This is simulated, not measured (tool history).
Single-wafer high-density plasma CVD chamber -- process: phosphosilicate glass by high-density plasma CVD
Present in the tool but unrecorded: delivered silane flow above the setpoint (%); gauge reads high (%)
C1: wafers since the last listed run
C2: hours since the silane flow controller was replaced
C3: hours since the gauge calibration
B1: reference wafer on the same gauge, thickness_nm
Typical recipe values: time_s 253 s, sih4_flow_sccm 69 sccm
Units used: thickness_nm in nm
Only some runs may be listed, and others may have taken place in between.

run 1 day=0.000 | time_s=214 sih4_flow_sccm=73 | C1=0 C2=2690.8 C3=509.1 | B1=1479.955 | thickness_nm=1695.234
run 2 day=0.542 | time_s=253 sih4_flow_sccm=69 | C1=95 C2=2703.8 C3=522.1 | B1=1480.656 | thickness_nm=1905.649
run 3 day=1.238 | time_s=253 sih4_flow_sccm=69 | C1=123 C2=2720.5 C3=538.8 | B1=1480.286 | thickness_nm=1894.495
run 4 day=1.875 | time_s=253 sih4_flow_sccm=69 | C1=112 C2=2735.8 C3=554.1 | B1=1481.290 | thickness_nm=1881.612
run 5 day=2.971 | time_s=253 sih4_flow_sccm=69 | C1=193 C2=2762.1 C3=580.4 | B1=1481.412 | thickness_nm=1898.629
run 6 day=6.254 | time_s=253 sih4_flow_sccm=69 | C1=581 C2=2840.9 C3=659.2 | B1=1479.978 | thickness_nm=1903.751
run 7 day=7.283 | time_s=253 sih4_flow_sccm=69 | C1=182 C2=2865.6 C3=683.9 | B1=1479.445 | thickness_nm=1890.429
run 8 day=7.946 | time_s=219 sih4_flow_sccm=69 | C1=117 C2=2881.5 C3=699.8 | B1=1478.915 | thickness_nm=1654.674
run 9 day=9.004 | time_s=219 sih4_flow_sccm=69 | C1=187 C2=2906.9 C3=725.2 | B1=1481.199 | thickness_nm=1643.151
run 10 day=10.842 | time_s=253 sih4_flow_sccm=69 | C1=325 C2=2951.0 C3=769.3 | B1=1480.594 | thickness_nm=1891.307
run 11 day=11.608 | time_s=253 sih4_flow_sccm=69 | C1=135 C2=2969.4 C3=787.7 | B1=1480.391 | thickness_nm=1901.456
run 12 day=12.558 | time_s=253 sih4_flow_sccm=69 | C1=168 C2=2992.2 C3=810.5 | B1=1480.834 | thickness_nm=1901.554
run 13 day=13.988 | time_s=253 sih4_flow_sccm=60 | C1=252 C2=3026.5 C3=844.8 | B1=1480.696 | thickness_nm=1657.373
run 14 day=14.608 | time_s=253 sih4_flow_sccm=60 | C1=109 C2=3041.4 C3=859.7 | B1=1478.741 | thickness_nm=1657.573
run 15 day=15.158 | time_s=253 sih4_flow_sccm=60 | C1=97 C2=3054.6 C3=872.9 | B1=1481.319 | thickness_nm=1654.603
run 16 day=15.700 | time_s=253 sih4_flow_sccm=69 | C1=95 C2=3067.6 C3=885.9 | B1=1480.493 | thickness_nm=1899.522
run 17 day=17.138 | time_s=215 sih4_flow_sccm=62 | C1=254 C2=3102.1 C3=920.4 | B1=1479.319 | thickness_nm=1448.036
run 18 day=18.208 | time_s=215 sih4_flow_sccm=62 | C1=189 C2=3127.8 C3=946.1 | B1=1478.911 | thickness_nm=1442.789
run 19 day=19.004 | time_s=215 sih4_flow_sccm=62 | C1=140 C2=3146.9 C3=965.2 | B1=1479.106 | thickness_nm=1451.109
run 20 day=19.833 | time_s=253 sih4_flow_sccm=69 | C1=146 C2=3166.8 C3=985.1 | B1=1478.501 | thickness_nm=1898.361
run 21 day=21.762 | time_s=253 sih4_flow_sccm=69 | C1=341 C2=3213.1 C3=1031.4 | B1=1480.344 | thickness_nm=1897.100
run 22 day=23.196 | time_s=253 sih4_flow_sccm=69 | C1=253 C2=3247.5 C3=1065.8 | B1=1479.462 | thickness_nm=1895.282
run 23 day=24.042 | time_s=253 sih4_flow_sccm=69 | C1=149 C2=3267.8 C3=1086.1 | B1=1479.217 | thickness_nm=1914.163
run 24 day=25.225 | time_s=253 sih4_flow_sccm=69 | C1=209 C2=3296.2 C3=1114.5 | B1=1479.498 | thickness_nm=1895.275

Expected results for the next run?
run 25 day=26.388 | time_s=221 sih4_flow_sccm=58 | C1=205 C2=3324.1 C3=1142.4 | B1=? | thickness_nm=?

{"run 25": {"B1": 1478.155, "thickness_nm": 1400.741}}
If the tool had no hidden condition, the same run with the same run-to-run variation would have returned thickness_nm 1319.281 nm.
